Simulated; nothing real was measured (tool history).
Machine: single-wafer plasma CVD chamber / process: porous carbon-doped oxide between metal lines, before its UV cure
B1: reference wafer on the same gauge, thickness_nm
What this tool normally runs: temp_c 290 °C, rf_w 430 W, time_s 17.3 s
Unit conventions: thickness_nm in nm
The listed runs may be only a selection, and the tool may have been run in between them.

{"run": 1, "hour": 0.0, "temp_c": 290, "rf_w": 430, "time_s": 18.1, "B1": 73.144, "thickness_nm": 85.712}
{"run": 2, "hour": 86.1, "temp_c": 290, "rf_w": 430, "time_s": 18.1, "B1": 73.166, "thickness_nm": 85.696}
{"run": 3, "hour": 155.3, "temp_c": 290, "rf_w": 450, "time_s": 17.3, "B1": 73.193, "thickness_nm": 83.524}
{"run": 4, "hour": 239.4, "temp_c": 290, "rf_w": 450, "time_s": 17.3, "B1": 73.313, "thickness_nm": 83.755}
{"run": 5, "hour": 329.7, "temp_c": 290, "rf_w": 450, "time_s": 17.3, "B1": 73.222, "thickness_nm": 84.563}
{"run": 6, "hour": 375.6, "temp_c": 290, "rf_w": 430, "time_s": 17.3, "B1": 73.184, "thickness_nm": 81.097}
{"run": 7, "hour": 446.5, "temp_c": 290, "rf_w": 430, "time_s": 17.3, "B1": 73.29, "thickness_nm": 80.833}
{"run": 8, "hour": 489.1, "temp_c": 290, "rf_w": 430, "time_s": 17.3, "B1": 73.053, "thickness_nm": 81.036}
{"run": 9, "hour": 573.7, "temp_c": 290, "rf_w": 430, "time_s": 17.3, "B1": 73.248, "thickness_nm": 81.325}
{"run": 10, "hour": 642.9, "temp_c": 290, "rf_w": 430, "time_s": 17.3, "B1": 73.227, "thickness_nm": 79.989}
{"hour": 651.7, "done": "showerhead replaced"}
{"run": 11, "hour": 686.7, "temp_c": 290, "rf_w": 410, "time_s": 18.2, "B1": 73.087, "thickness_nm": 81.269}
{"hour": 697.5, "done": "RF generator calibrated"}
{"run": 12, "hour": 726.5, "temp_c": 290, "rf_w": 430, "time_s": 17.3, "B1": 73.206, "thickness_nm": 79.469}
{"run": 13, "hour": 779.9, "temp_c": 285, "rf_w": 495, "time_s": 15.4, "B1": 73.178, "thickness_nm": 81.11}
{"run": 14, "hour": 836.8, "temp_c": 290, "rf_w": 430, "time_s": 17.3, "B1": 73.204, "thickness_nm": 78.316}
{"run": 15, "hour": 939.2, "temp_c": 290, "rf_w": 430, "time_s": 17.3, "B1": 73.176, "thickness_nm": 78.689}
{"run": 16, "hour": 1014.0, "temp_c": 297, "rf_w": 430, "time_s": 15.2, "B1": 73.239, "thickness_nm": 66.436}
{"hour": 1025.3, "done": "RF generator calibrated, repeated, since the last time left the tool worse"}
{"run": 17, "hour": 1093.1, "temp_c": 285, "rf_w": 500, "time_s": 15.8, "B1": 73.139, "thickness_nm": 87.4}
{"hour": 1112.9, "done": "gauge calibrated"}
{"run": 18, "hour": 1133.8, "temp_c": 290, "rf_w": 430, "time_s": 17.3, "B1": 73.177, "thickness_nm": 82.437}
{"run": 19, "hour": 1325.5, "temp_c": 298, "rf_w": 490, "time_s": 16.2, "B1": 73.221, "thickness_nm": 79.853}
{"hour": 1384.6, "done": "thermocouple changed; heater temperature recalibrated"}
{"run": 20, "hour": 1385.1, "temp_c": 290, "rf_w": 495, "time_s": 18.8, "B1": 73.102, "thickness_nm": 98.446}
{"run": 21, "hour": 1447.5, "temp_c": 290, "rf_w": 430, "time_s": 14.5, "B1": 73.182, "thickness_nm": 69.959}
{"run": 22, "hour": 1550.1, "temp_c": 284, "rf_w": 475, "time_s": 15.9, "B1": 73.146, "thickness_nm": 84.142}
{"run": 23, "hour": 1646.5, "temp_c": 290, "rf_w": 430, "time_s": 16.1, "B1": 73.268, "thickness_nm": 76.525}
{"run": 24, "hour": 1801.5, "temp_c": 290, "rf_w": 430, "time_s": 17.3, "B1": 73.214, "thickness_nm": 81.558}

Each row is a separate what-if for the run after 24, all from the same tool condition, not one after another. Results?
{"run": "A", "hour": 1801.9, "temp_c": 290, "rf_w": 430, "time_s": 17.3, "B1": "?", "thickness_nm": "?"}
{"run": "B", "hour": 1801.9, "temp_c": 286, "rf_w": 430, "time_s": 17.3, "B1": "?", "thickness_nm": "?"}
{"run": "C", "hour": 1801.9, "temp_c": 278, "rf_w": 470, "time_s": 14.4, "B1": "?", "thickness_nm": "?"}
{"run": "D", "hour": 1801.9, "temp_c": 290, "rf_w": 495, "time_s": 20.1, "B1": "?", "thickness_nm": "?"}

run=A B1=73.204 thickness_nm=81.584
run=B B1=73.204 thickness_nm=83.773
run=C B1=73.204 thickness_nm=79.040
run=D B1=73.204 thickness_nm=104.021
What these runs would have given with no unlogged condition in the tool:
run=A thickness_nm=82.099
run=B thickness_nm=84.303
run=C thickness_nm=79.474
run=D thickness_nm=104.593
